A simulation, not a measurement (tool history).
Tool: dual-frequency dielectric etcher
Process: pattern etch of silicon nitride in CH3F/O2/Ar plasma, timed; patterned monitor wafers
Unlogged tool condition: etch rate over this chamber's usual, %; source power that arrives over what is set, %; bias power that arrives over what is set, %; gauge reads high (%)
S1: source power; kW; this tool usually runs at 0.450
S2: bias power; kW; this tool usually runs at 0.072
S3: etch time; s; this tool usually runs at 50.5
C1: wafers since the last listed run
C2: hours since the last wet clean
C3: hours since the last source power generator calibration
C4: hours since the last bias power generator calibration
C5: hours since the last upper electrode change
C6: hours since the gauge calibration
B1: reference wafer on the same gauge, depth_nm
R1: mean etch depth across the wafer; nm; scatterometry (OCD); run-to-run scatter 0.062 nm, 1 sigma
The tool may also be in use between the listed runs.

run	hour	S1	S2	S3	C1	C2	C3	C4	C5	C6	B1	R1
1	0.0	0.450	0.072	50.5	0	329.5	2490.8	3336.0	5823.1	223.9	42.80	40.39
2	9.4	0.450	0.079	50.5	107	338.9	2500.2	3345.4	5832.5	233.3	42.80	41.70
3	20.6	0.450	0.072	50.5	128	350.1	2511.4	3356.6	5843.7	244.5	42.80	40.44
4	34.7	0.450	0.072	50.5	161	364.2	2525.5	3370.7	5857.8	258.6	42.79	40.24
5	49.3	0.450	0.072	50.5	167	378.8	2540.1	3385.3	5872.4	273.2	42.82	40.46
6	65.2	0.450	0.072	50.5	182	394.7	2556.0	3401.2	5888.3	289.1	42.81	40.31
7	80.2	0.450	0.072	50.5	172	409.7	2571.0	3416.2	5903.3	304.1	42.82	40.43
# hour 95.3: source power generator calibrated
# hour 105.8: wet clean of the chamber
8	106.3	0.450	0.072	50.5	133	0.5	11.0	3442.3	5929.4	330.2	42.78	40.95
9	106.6	0.450	0.072	50.5	3	0.8	11.3	3442.6	5929.7	330.5	42.81	40.89
10	111.7	0.450	0.072	50.5	58	5.9	16.4	3447.7	5934.8	335.6	42.80	40.98
11	129.5	0.450	0.072	50.5	204	23.7	34.2	3465.5	5952.6	353.4	42.80	41.10
12	146.6	0.530	0.072	50.5	196	40.8	51.3	3482.6	5969.7	370.5	42.82	45.21
13	164.2	0.450	0.072	50.5	202	58.4	68.9	3500.2	5987.3	388.1	42.81	40.99
14	173.6	0.450	0.072	50.5	107	67.8	78.3	3509.6	5996.7	397.5	42.78	41.02
# hour 174.6: gauge calibrated
15	181.2	0.370	0.065	50.5	87	75.4	85.9	3517.2	6004.3	6.6	42.82	34.77
# hour 185.4: bias power generator calibrated
16	198.0	0.450	0.072	50.5	146	92.2	102.7	12.6	6021.1	23.4	42.81	41.16
17	213.6	0.450	0.061	50.5	179	107.8	118.3	28.2	6036.7	39.0	42.78	38.79
# hour 242.5: upper electrode replaced
18	243.0	0.420	0.072	50.5	62	137.2	147.7	57.6	0.5	68.4	42.80	39.51
19	243.3	0.450	0.072	50.5	3	137.5	148.0	57.9	0.8	68.7	42.81	41.23
20	247.0	0.490	0.072	59.5	42	141.2	151.7	61.6	4.5	72.4	42.79	51.05
21	259.6	0.500	0.072	55.5	144	153.8	164.3	74.2	17.1	85.0	42.78	48.29
22	268.6	0.450	0.072	50.5	103	162.8	173.3	83.2	26.1	94.0	42.80	41.24
23	285.9	0.490	0.082	41.0	198	180.1	190.6	100.5	43.4	111.3	42.82	36.93
24	296.5	0.450	0.088	38.0	121	190.7	201.2	111.1	54.0	121.9	42.80	33.43
25	313.1	0.510	0.063	50.5	190	207.3	217.8	127.7	70.6	138.5	42.79	42.34
26	328.3	0.350	0.072	41.5	174	222.5	233.0	142.9	85.8	153.7	42.81	28.71
27	345.8	0.450	0.072	50.5	200	240.0	250.5	160.4	103.3	171.2	42.79	41.30
28	359.3	0.560	0.057	39.5	155	253.5	264.0	173.9	116.8	184.7	42.81	33.87
29	373.6	0.450	0.061	50.5	164	267.8	278.3	188.2	131.1	199.0	42.81	38.82
30	385.0	0.450	0.057	50.5	130	279.2	289.7	199.6	142.5	210.4	42.80	38.02

Table of differences, measured result less the result of that run with no hidden state. Run-to-run variation is the same in both. Gauge scatter possibly is not:
run	R1
1	-0.75
2	-0.77
3	-0.74
4	-0.73
5	-0.73
6	-0.71
7	-0.72
8	-0.14
9	-0.14
10	-0.13
11	-0.10
12	-0.09
13	-0.05
14	-0.04
15	-0.03
16	-0.01
17	+0.02
18	+0.05
19	+0.05
20	+0.08
21	+0.10
22	+0.10
23	+0.11
24	+0.10
25	+0.16
26	+0.12
27	+0.20
28	+0.18
29	+0.23
30	+0.23

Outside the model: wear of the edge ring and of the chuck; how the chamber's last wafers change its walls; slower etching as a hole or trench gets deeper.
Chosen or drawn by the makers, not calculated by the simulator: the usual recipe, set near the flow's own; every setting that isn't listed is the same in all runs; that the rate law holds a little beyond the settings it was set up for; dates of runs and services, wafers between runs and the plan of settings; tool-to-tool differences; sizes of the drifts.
